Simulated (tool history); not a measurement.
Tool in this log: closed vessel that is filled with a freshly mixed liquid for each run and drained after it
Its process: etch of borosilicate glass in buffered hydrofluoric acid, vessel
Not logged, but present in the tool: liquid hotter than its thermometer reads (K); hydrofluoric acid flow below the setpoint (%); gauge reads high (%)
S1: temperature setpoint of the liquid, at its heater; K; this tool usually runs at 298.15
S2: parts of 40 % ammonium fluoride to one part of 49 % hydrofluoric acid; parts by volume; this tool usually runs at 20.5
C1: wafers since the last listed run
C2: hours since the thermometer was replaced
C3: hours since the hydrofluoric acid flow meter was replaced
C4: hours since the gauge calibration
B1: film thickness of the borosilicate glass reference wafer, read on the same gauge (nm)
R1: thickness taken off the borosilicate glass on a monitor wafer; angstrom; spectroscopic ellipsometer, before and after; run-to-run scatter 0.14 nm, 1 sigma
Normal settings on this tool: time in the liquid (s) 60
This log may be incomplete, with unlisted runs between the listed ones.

Run 1, hour 0: usual settings but S2 25 parts by volume; C1 0; C2 655.2; C3 673.8; C4 331.3; B1 119.98. Result: R1 350.6 angstrom.
At hour 7.1: thermometer replaced.
Run 2, hour 106.5: usual settings; C1 15044; C2 99.4; C3 780.3; C4 437.8; B1 120.02. Result: R1 400.7 angstrom.
Run 3, hour 130.7: usual settings; C1 3450; C2 123.6; C3 804.5; C4 462; B1 119.98. Result: R1 399.1 angstrom.
Run 4, hour 173.7: usual settings; C1 6131; C2 166.6; C3 847.5; C4 505; B1 119.98. Result: R1 398.5 angstrom.
Run 5, hour 208.6: usual settings; C1 4976; C2 201.5; C3 882.4; C4 539.9; B1 120. Result: R1 396.2 angstrom.
Run 6, hour 275: usual settings but S2 17 parts by volume; C1 9468; C2 267.9; C3 948.8; C4 606.3; B1 120. Result: R1 468.5 angstrom.
Run 7, hour 335.1: usual settings; C1 8570; C2 328; C3 1008.9; C4 666.4; B1 120.01. Result: R1 395.2 angstrom.
Run 8, hour 383.6: usual settings; C1 6916; C2 376.5; C3 1057.4; C4 714.9; B1 120.04. Result: R1 394.5 angstrom.
Run 9, hour 412.9: usual settings; C1 4178; C2 405.8; C3 1086.7; C4 744.2; B1 120. Result: R1 394.3 angstrom.
Run 10, hour 451: usual settings; C1 5433; C2 443.9; C3 1124.8; C4 782.3; B1 120. Result: R1 393.7 angstrom.
Run 11, hour 504.5: usual settings but S1 293.65 K; C1 7629; C2 497.4; C3 1178.3; C4 835.8; B1 119.97. Result: R1 306.5 angstrom.
At hour 560.1: gauge calibrated.
Run 12, hour 565.5: usual settings but S2 27 parts by volume, time in the liquid (s) 75; C1 8698; C2 558.4; C3 1239.3; C4 5.4; B1 119.97. Result: R1 405.3 angstrom.
At hour 570.4: hydrofluoric acid flow meter replaced.
Run 13, hour 614.9: usual settings; C1 6901; C2 607.8; C3 44.5; C4 54.8; B1 120. Result: R1 410.8 angstrom.
At hour 658.5: thermometer replaced.
Run 14, hour 671.3: usual settings but S1 301.65 K; C1 7900; C2 12.8; C3 100.9; C4 111.2; B1 120.01. Result: R1 489.9 angstrom.
Run 15, hour 695.7: usual settings but S1 295.15 K; C1 3479; C2 37.2; C3 125.3; C4 135.6; B1 119.98. Result: R1 347.8 angstrom.
Run 16, hour 765.3: usual settings but S1 300.15 K, S2 24.5 parts by volume, time in the liquid (s) 75; C1 9925; C2 106.8; C3 194.9; C4 205.2; B1 120.02. Result: R1 499.3 angstrom.
Run 17, hour 800.4: usual settings but S2 24.5 parts by volume; C1 5005; C2 141.9; C3 230; C4 240.3; B1 119.98. Result: R1 359 angstrom.
Run 18, hour 852.2: usual settings but S1 296.65 K, S2 16 parts by volume, time in the liquid (s) 85; C1 7386; C2 193.7; C3 281.8; C4 292.1; B1 119.99. Result: R1 666.4 angstrom.
Run 19, hour 895.8: usual settings but S1 302.15 K, S2 28.5 parts by volume, time in the liquid (s) 85; C1 6217; C2 237.3; C3 325.4; C4 335.7; B1 120.01. Result: R1 568.6 angstrom.

Hidden state, per run?
liquid hotter than its thermometer reads (K): 0 in every run
gauge reads high (%): 0 in every run
H1: hydrofluoric acid flow below the setpoint (%)
run    H1
  1  4.48
  2  5.17
  3  5.33
  4  5.61
  5  5.83
  6  6.26
  7  6.66
  8  6.97
  9  7.16
 10  7.41
 11  7.76
 12  8.16
 13   1.7
 14  2.06
 15  2.22
 16  2.67
 17   2.9
 18  3.24
 19  3.52
